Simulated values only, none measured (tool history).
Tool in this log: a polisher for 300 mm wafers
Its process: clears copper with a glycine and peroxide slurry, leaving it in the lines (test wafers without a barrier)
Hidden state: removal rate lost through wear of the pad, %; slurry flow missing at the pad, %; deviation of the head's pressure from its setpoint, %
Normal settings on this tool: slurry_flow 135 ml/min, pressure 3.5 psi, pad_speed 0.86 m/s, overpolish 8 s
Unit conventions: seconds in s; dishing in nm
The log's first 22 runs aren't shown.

| run | hour | slurry_flow | pressure | pad_speed | overpolish | wafers since the last listed run | wafers polished on this pad | hours since the slurry nozzle was cleaned | hours since the head pressure was calibrated | incoming thickness of the incoming film, nm | seconds | dishing |
|---|---|---|---|---|---|---|---|---|---|---|---|---|
| 23 | 1833.3 | 135 | 3.5 | 0.86 | 8 | 602 | 5676 | 115.7 | 320.7 | 529.2 | 98.6 | 18.7 |
| 24 | 1938.3 | 135 | 3.5 | 0.86 | 8 | 1242 | 6918 | 220.7 | 425.7 | 540.1 | 104 | 18.7 |
|  | 1974.1 | worn pad replaced by a new one |
| 25 | 2042.2 | 135 | 3.9 | 1.14 | 8 | 1182 | 805 | 324.6 | 529.6 | 532.7 | 75.5 | 20.9 |
| 26 | 2100 | 135 | 3.5 | 0.98 | 8 | 683 | 1489 | 382.4 | 587.4 | 538.3 | 95.3 | 18.7 |
|  | 2210.6 | head pressure recalibrated |
| 27 | 2297.3 | 160 | 3.1 | 0.78 | 8 | 2311 | 3800 | 579.7 | 86.7 | 543.5 | 114.7 | 17.7 |
|  | 2311.5 | slurry nozzle cleaned |
| 28 | 2394.5 | 160 | 3.5 | 0.86 | 11 | 1138 | 4939 | 83 | 183.9 | 530.3 | 91.8 | 21.6 |
| 29 | 2439.4 | 115 | 3.5 | 0.86 | 8 | 531 | 5470 | 127.9 | 228.8 | 526.6 | 100.9 | 18 |
|  | 2473.6 | worn pad replaced by a new one |
| 30 | 2529.2 | 135 | 3.5 | 0.86 | 8 | 1015 | 658 | 217.7 | 318.6 | 534.2 | 103.3 | 18 |
| 31 | 2568.8 | 135 | 2.8 | 0.86 | 8 | 468 | 1126 | 257.3 | 358.2 | 533.7 | 124 | 16.1 |
| 32 | 2620.2 | 135 | 2.6 | 0.86 | 5 | 608 | 1734 | 308.7 | 409.6 | 533.3 | 132.8 | 11.5 |
| 33 | 2656.7 | 135 | 2.7 | 0.86 | 5 | 431 | 2166 | 345.2 | 446.1 | 538.1 | 132 | 12 |
| 34 | 2764.3 | 165 | 3.5 | 0.86 | 8 | 1273 | 3440 | 452.8 | 553.7 | 540.4 | 102 | 18.6 |

Forecast each of these 3 alternatives for the next run:
| A | 2764.7 | 135 | 3.5 | 0.86 | 11 | 4 | 3444 | 453.2 | 554.1 | 531.2 | ? | ? |
| B | 2764.7 | 165 | 2.4 | 1.02 | 5 | 4 | 3444 | 453.2 | 554.1 | 531.2 | ? | ? |
| C | 2764.7 | 150 | 3.5 | 0.86 | 6 | 4 | 3444 | 453.2 | 554.1 | 531.2 | ? | ? |

| run | seconds | dishing |
|---|---|---|
| A | 103.1 | 21.1 |
| B | 116.1 | 12.5 |
| C | 100.4 | 15.5 |
Without the tool's hidden state the same runs would have given:
| run | seconds | dishing |
|---|---|---|
| A | 88.1 | 22.3 |
| B | 100.6 | 13.7 |
| C | 86.3 | 16.9 |
